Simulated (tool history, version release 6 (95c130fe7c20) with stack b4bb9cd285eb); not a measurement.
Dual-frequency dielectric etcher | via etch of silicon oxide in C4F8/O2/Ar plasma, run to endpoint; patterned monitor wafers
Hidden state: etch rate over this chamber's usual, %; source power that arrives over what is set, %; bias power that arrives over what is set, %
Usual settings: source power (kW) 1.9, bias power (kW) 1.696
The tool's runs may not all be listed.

run	hour	source power (kW)	bias power (kW)	wafers since the last listed run	hours since the last wet clean	hours since the last source power generator calibration	hours since the last bias power generator calibration	hours since the last upper electrode change	incoming incoming film thickness, nm	endpoint time (s)
1	0	1.9	1.696	0	14.2	2893.8	1086.8	2044.6	1907.5	391.3
2	52.4	1.9	1.696	142	66.6	2946.2	1139.2	2097	1903	393.4
3	132.4	2.03	1.696	217	146.6	3026.2	1219.2	2177	1892.6	375.7
4	181.5	2.03	1.696	133	195.7	3075.3	1268.3	2226.1	1893.5	373.5
5	220.4	2.03	1.696	105	234.6	3114.2	1307.2	2265	1899.2	381.9
6	398.8	2.15	1.696	485	413	3292.6	1485.6	2443.4	1908.6	371
# hour 458.8: wet clean of the chamber
7	498.6	2.15	1.696	206	39.8	3392.4	1585.4	2543.2	1913.4	370.2
8	581.7	1.9	1.696	226	122.9	3475.5	1668.5	2626.3	1890.7	385.4
9	663.4	1.9	1.427	222	204.6	3557.2	1750.2	2708	1880.2	401.7
# hour 757.8: upper electrode replaced
10	758.3	1.9	1.427	192	299.5	3652.1	1845.1	0.5	1897.9	408.7
# hour 844.3: wet clean of the chamber
11	844.8	2.03	1.915	170	0.5	3738.6	1931.6	87	1879.1	363.9
12	940.2	1.75	1.326	259	95.9	3834	2027	182.4	1916.5	439.3
13	1007.2	2.11	1.922	182	162.9	3901	2094	249.4	1907.1	362.2
14	1126.1	1.9	1.493	323	281.8	4019.9	2212.9	368.3	1895.4	403.1
# hour 1240: source power generator calibrated
15	1250.5	1.58	1.975	327	406.2	10.5	2337.3	492.7	1892.8	395.6
# hour 1288.6: wet clean of the chamber
# hour 1298.7: bias power generator calibrated
16	1313.4	1.9	1.696	94	24.8	73.4	14.7	555.6	1915.6	393.7
17	1382.1	2.09	1.449	186	93.5	142.1	83.4	624.3	1890.2	394.1
18	1473.4	2.03	1.696	248	184.8	233.4	174.7	715.6	1886.3	369.5
19	1545.5	2.35	1.561	196	256.9	305.5	246.8	787.7	1909.6	365.9
20	1583.5	1.53	1.906	103	294.9	343.5	284.8	825.7	1897.4	405.3
# hour 1710.8: wet clean of the chamber
21	1711.3	1.9	1.696	282	0.5	471.3	412.6	953.5	1886.5	386.7
22	1757.7	1.9	1.696	126	46.9	517.7	459	999.9	1909.2	394.7

Forecast each of these 5 alternatives for the next run:
A	1758.2	1.9	1.527	1	47.4	518.2	459.5	1000.4	1895.6	?
B	1758.2	2.05	2.102	1	47.4	518.2	459.5	1000.4	1895.6	?
C	1758.2	2.16	1.696	1	47.4	518.2	459.5	1000.4	1895.6	?
D	1758.2	1.75	2.035	1	47.4	518.2	459.5	1000.4	1895.6	?
E	1758.2	1.47	1.311	1	47.4	518.2	459.5	1000.4	1895.6	?

run	endpoint time (s)
A	395.2
B	351.1
C	364.8
D	377.3
E	456.4
Without the tool's hidden state the same runs would have given:
run	endpoint time (s)
A	395.2
B	351.1
C	364.8
D	377.3
E	456.4
